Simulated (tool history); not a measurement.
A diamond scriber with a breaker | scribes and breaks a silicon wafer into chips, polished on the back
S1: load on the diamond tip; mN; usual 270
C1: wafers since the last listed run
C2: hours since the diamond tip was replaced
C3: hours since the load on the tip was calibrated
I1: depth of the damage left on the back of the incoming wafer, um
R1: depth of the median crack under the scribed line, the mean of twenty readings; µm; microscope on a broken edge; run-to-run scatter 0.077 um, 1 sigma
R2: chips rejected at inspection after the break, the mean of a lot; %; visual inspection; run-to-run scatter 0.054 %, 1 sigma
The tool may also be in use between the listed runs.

run 1 hour=0.0 | S1=270 | C1=0 C2=734.4 C3=1767.5 | I1=0.01 | R1=6.88 R2=4.19
run 2 hour=8.2 | S1=270 | C1=30 C2=742.6 C3=1775.7 | I1=0.02 | R1=6.87 R2=4.41
run 3 hour=20.6 | S1=270 | C1=45 C2=755.0 C3=1788.1 | I1=0.03 | R1=6.82 R2=4.65
run 4 hour=29.0 | S1=270 | C1=30 C2=763.4 C3=1796.5 | I1=0.05 | R1=6.78 R2=4.66
run 5 hour=40.9 | S1=270 | C1=43 C2=775.3 C3=1808.4 | I1=0.04 | R1=6.80 R2=4.50
run 6 hour=50.3 | S1=222 | C1=34 C2=784.7 C3=1817.8 | I1=0.04 | R1=6.15 R2=8.79
run 7 hour=63.0 | S1=222 | C1=46 C2=797.4 C3=1830.5 | I1=0.02 | R1=6.15 R2=9.15
run 8 hour=76.5 | S1=222 | C1=49 C2=810.9 C3=1844.0 | I1=0.03 | R1=6.15 R2=10.12
run 9 hour=83.7 | S1=207 | C1=26 C2=818.1 C3=1851.2 | I1=0.04 | R1=5.82 R2=10.82
-- hour=87.4 diamond tip replaced by a new one, of another model than before
run 10 hour=90.2 | S1=270 | C1=16 C2=2.8 C3=1857.7 | I1=0.03 | R1=8.15 R2=0.89
run 11 hour=103.5 | S1=333 | C1=48 C2=16.1 C3=1871.0 | I1=0.02 | R1=8.82 R2=1.03
run 12 hour=138.1 | S1=270 | C1=127 C2=50.7 C3=1905.6 | I1=0.03 | R1=7.97 R2=1.04
run 13 hour=154.7 | S1=243 | C1=60 C2=67.3 C3=1922.2 | I1=0.02 | R1=7.60 R2=1.86
-- hour=157.1 load on the tip recalibrated
run 14 hour=163.2 | S1=204 | C1=23 C2=75.8 C3=6.1 | I1=0.03 | R1=7.12 R2=3.46
run 15 hour=172.6 | S1=224 | C1=34 C2=85.2 C3=15.5 | I1=0.03 | R1=7.34 R2=2.37
run 16 hour=181.1 | S1=230 | C1=31 C2=93.7 C3=24.0 | I1=0.04 | R1=7.44 R2=2.45
run 17 hour=187.6 | S1=201 | C1=23 C2=100.2 C3=30.5 | I1=0.04 | R1=7.07 R2=3.77
run 18 hour=204.7 | S1=270 | C1=62 C2=117.3 C3=47.6 | I1=0.02 | R1=7.69 R2=1.65
run 19 hour=214.8 | S1=336 | C1=37 C2=127.4 C3=57.7 | I1=0.02 | R1=8.27 R2=0.86
run 20 hour=232.4 | S1=296 | C1=64 C2=145.0 C3=75.3 | I1=0.01 | R1=7.79 R2=1.30
run 21 hour=248.9 | S1=344 | C1=60 C2=161.5 C3=91.8 | I1=0.02 | R1=8.26 R2=0.84

Forecast each of these 3 alternatives for the next run:
run A hour=249.4 | S1=270 | C1=1 C2=162.0 C3=92.3 | I1=0.04 | R1=? R2=?
run B hour=249.4 | S1=195 | C1=1 C2=162.0 C3=92.3 | I1=0.04 | R1=? R2=?
run C hour=249.4 | S1=327 | C1=1 C2=162.0 C3=92.3 | I1=0.04 | R1=? R2=?

run=A R1=7.40 R2=2.01
run=B R1=6.66 R2=4.99
run=C R1=7.94 R2=1.04
What these runs would have given with no unlogged condition in the tool:
run=A R1=8.32 R2=0.86
run=B R1=7.49 R2=1.80
run=C R1=8.93 R2=1.28
